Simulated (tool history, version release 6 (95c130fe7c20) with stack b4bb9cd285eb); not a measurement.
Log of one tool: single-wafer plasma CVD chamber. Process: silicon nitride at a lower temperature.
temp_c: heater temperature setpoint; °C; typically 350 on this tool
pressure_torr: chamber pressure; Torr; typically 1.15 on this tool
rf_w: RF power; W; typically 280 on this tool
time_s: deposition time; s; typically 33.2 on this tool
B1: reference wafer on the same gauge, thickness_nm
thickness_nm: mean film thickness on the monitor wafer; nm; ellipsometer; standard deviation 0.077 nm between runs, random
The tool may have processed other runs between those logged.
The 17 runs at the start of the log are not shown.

run 18 hour=463.0 | temp_c=350 pressure_torr=1.15 rf_w=280 time_s=33.2 | B1=39.016 | thickness_nm=33.346
run 19 hour=476.1 | temp_c=350 pressure_torr=1.15 rf_w=240 time_s=33.2 | B1=38.999 | thickness_nm=30.806
run 20 hour=502.1 | temp_c=344 pressure_torr=1.42 rf_w=325 time_s=33.2 | B1=38.962 | thickness_nm=37.168
run 21 hour=516.0 | temp_c=350 pressure_torr=0.88 rf_w=280 time_s=33.2 | B1=39.001 | thickness_nm=31.991
run 22 hour=532.1 | temp_c=343 pressure_torr=1.15 rf_w=280 time_s=30.8 | B1=38.970 | thickness_nm=30.907
run 23 hour=563.9 | temp_c=350 pressure_torr=1.15 rf_w=280 time_s=33.2 | B1=38.980 | thickness_nm=33.272
run 24 hour=583.3 | temp_c=350 pressure_torr=1.15 rf_w=280 time_s=33.2 | B1=39.001 | thickness_nm=33.093
run 25 hour=610.2 | temp_c=350 pressure_torr=0.92 rf_w=305 time_s=29.7 | B1=39.020 | thickness_nm=29.941
run 26 hour=644.0 | temp_c=336 pressure_torr=1.15 rf_w=280 time_s=38.0 | B1=38.981 | thickness_nm=38.329
run 27 hour=677.1 | temp_c=350 pressure_torr=1.15 rf_w=280 time_s=33.2 | B1=38.991 | thickness_nm=33.185
run 28 hour=690.8 | temp_c=350 pressure_torr=1.15 rf_w=280 time_s=33.2 | B1=39.003 | thickness_nm=33.074
run 29 hour=708.7 | temp_c=350 pressure_torr=1.15 rf_w=295 time_s=27.6 | B1=38.999 | thickness_nm=28.205
run 30 hour=725.3 | temp_c=345 pressure_torr=1.15 rf_w=280 time_s=35.5 | B1=38.999 | thickness_nm=35.483

Each row is a separate what-if for the run after 30, all from the same tool condition, not one after another. Results?
run A hour=725.7 | temp_c=350 pressure_torr=1.15 rf_w=280 time_s=33.2 | B1=? | thickness_nm=?
run B hour=725.7 | temp_c=360 pressure_torr=1.15 rf_w=225 time_s=33.2 | B1=? | thickness_nm=?
run C hour=725.7 | temp_c=360 pressure_torr=1.15 rf_w=295 time_s=30.6 | B1=? | thickness_nm=?

run=A B1=38.983 thickness_nm=33.258
run=B B1=38.983 thickness_nm=29.666
run=C B1=38.983 thickness_nm=31.341
Had the tool no hidden state, the same runs would have come out as:
run=A thickness_nm=33.436
run=B thickness_nm=29.831
run=C thickness_nm=31.509
